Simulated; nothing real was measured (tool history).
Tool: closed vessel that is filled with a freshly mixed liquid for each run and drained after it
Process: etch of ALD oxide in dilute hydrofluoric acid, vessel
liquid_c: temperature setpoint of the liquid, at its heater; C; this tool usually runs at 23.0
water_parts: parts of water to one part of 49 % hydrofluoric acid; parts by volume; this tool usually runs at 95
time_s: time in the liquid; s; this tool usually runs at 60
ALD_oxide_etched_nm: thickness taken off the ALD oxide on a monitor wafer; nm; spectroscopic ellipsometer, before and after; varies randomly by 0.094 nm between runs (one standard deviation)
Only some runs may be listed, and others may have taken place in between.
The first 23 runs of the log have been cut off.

run    hour  liquid_c  water_parts  time_s  read-back film thickness of the ALD oxide reference wafer, read on the same gauge (nm)  ALD_oxide_etched_nm
 24  1621.9      23.0           95      60                                                                                   80.01                18.37
     1647.7  -- thermometer replaced
 25  1672.8      23.0           95      60                                                                                   80.01                18.61
 26  1736.3      23.0          110      65                                                                                   79.98                17.04
     1775.6  -- hydrofluoric acid flow meter replaced
 27  1789.7      21.5           55      85                                                                                   80.01                45.15
 28  1831.8      20.0           95      90                                                                                   80.00                24.69
 29  1897.6      21.5           55      85                                                                                   79.98                45.29
 30  1960.4      23.0           75      60                                                                                   80.00                24.24
 31  2034.4      19.0          115      70                                                                                   80.03                14.81
 32  2093.9      23.0           60      30                                                                                   80.02                15.28
 33  2151.1      23.0           95      60                                                                                   80.02                18.48

Predict each of these 5 candidate next runs independently; none follows another, all start after run 33:
  A  2151.8      23.0           95      60                                                                                       ?                    ?
  B  2151.8      27.5          130      60                                                                                       ?                    ?
  C  2151.8      27.5           55      75                                                                                       ?                    ?
  D  2151.8      26.0          125      85                                                                                       ?                    ?
  E  2151.8      24.5           95      60                                                                                       ?                    ?

run  read-back film thickness of the ALD oxide reference wafer, read on the same gauge (nm)  ALD_oxide_etched_nm
  A                                                                                   80.00                18.70
  B                                                                                   80.00                15.59
  C                                                                                   80.00                50.94
  D                                                                                   80.00                21.84
  E                                                                                   80.00                19.85
With the hidden condition removed and each run's random variation left untouched, the same runs would have given:
run  ALD_oxide_etched_nm
  A                18.93
  B                15.77
  C                51.57
  D                22.10
  E                20.10

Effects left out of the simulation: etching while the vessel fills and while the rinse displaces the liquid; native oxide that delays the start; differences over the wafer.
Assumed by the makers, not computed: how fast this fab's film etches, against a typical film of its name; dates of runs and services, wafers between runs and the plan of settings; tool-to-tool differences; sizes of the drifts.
